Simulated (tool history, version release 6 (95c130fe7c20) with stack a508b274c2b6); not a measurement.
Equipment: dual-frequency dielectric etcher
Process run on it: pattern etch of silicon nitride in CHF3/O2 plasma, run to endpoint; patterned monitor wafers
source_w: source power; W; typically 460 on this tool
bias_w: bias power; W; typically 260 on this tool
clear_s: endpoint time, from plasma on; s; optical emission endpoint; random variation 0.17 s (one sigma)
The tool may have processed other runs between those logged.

run     day  source_w  bias_w  incoming incoming film thickness, nm  clear_s
  1   0.000       460     260                                  67.7     45.2
  2   0.708       460     260                                  67.2     45.2
  3   1.104       460     260                                  67.6     45.6
  4   1.554       460     260                                  67.9     45.7
  5   1.854       460     260                                  67.7     45.5
  6   2.325       460     260                                  67.8     45.9
  7   2.988       460     260                                  67.8     45.7
  8   3.262       460     260                                  67.8     46.0
      4.017  -- bias power generator calibrated
      4.808  -- wet clean of the chamber
  9   4.829       460     260                                  68.0     43.3
 10   4.842       550     260                                  67.5     38.9
 11   5.083       550     260                                  68.6     39.5
 12   5.554       460     260                                  68.0     43.1
 13   6.208       550     260                                  66.9     38.5
 14   6.808       370     242                                  68.1     51.9
      7.196  -- source power generator calibrated
      8.821  -- upper electrode replaced
 15   8.842       570     239                                  67.9     40.3
 16   9.150       460     260                                  67.7     43.8
 17   9.767       400     232                                  68.1     50.8
 18  10.154       460     260                                  68.5     44.6
 19  10.692       530     303                                  67.8     37.9
 20  11.346       400     232                                  67.8     50.8
 21  11.646       530     303                                  67.9     37.9
 22  11.954       390     281                                  67.2     46.8
 23  12.217       550     242                                  67.7     40.9
 24  12.921       510     285                                  67.1     39.3

Below are 5 alternative next runs, each starting from the tool's condition after run 24. Predict each:
  A  12.938       460     320                                  68.0        ?
  B  12.938       410     222                                  68.0        ?
  C  12.938       360     313                                  68.0        ?
  D  12.938       500     197                                  68.0        ?
  E  12.938       350     296                                  68.0        ?

run  clear_s
  A     40.1
  B     51.1
  C     47.5
  D     47.9
  E     49.7
Without the tool's hidden state the same runs would have given:
run  clear_s
  A     39.6
  B     50.4
  C     46.8
  D     47.2
  E     49.0
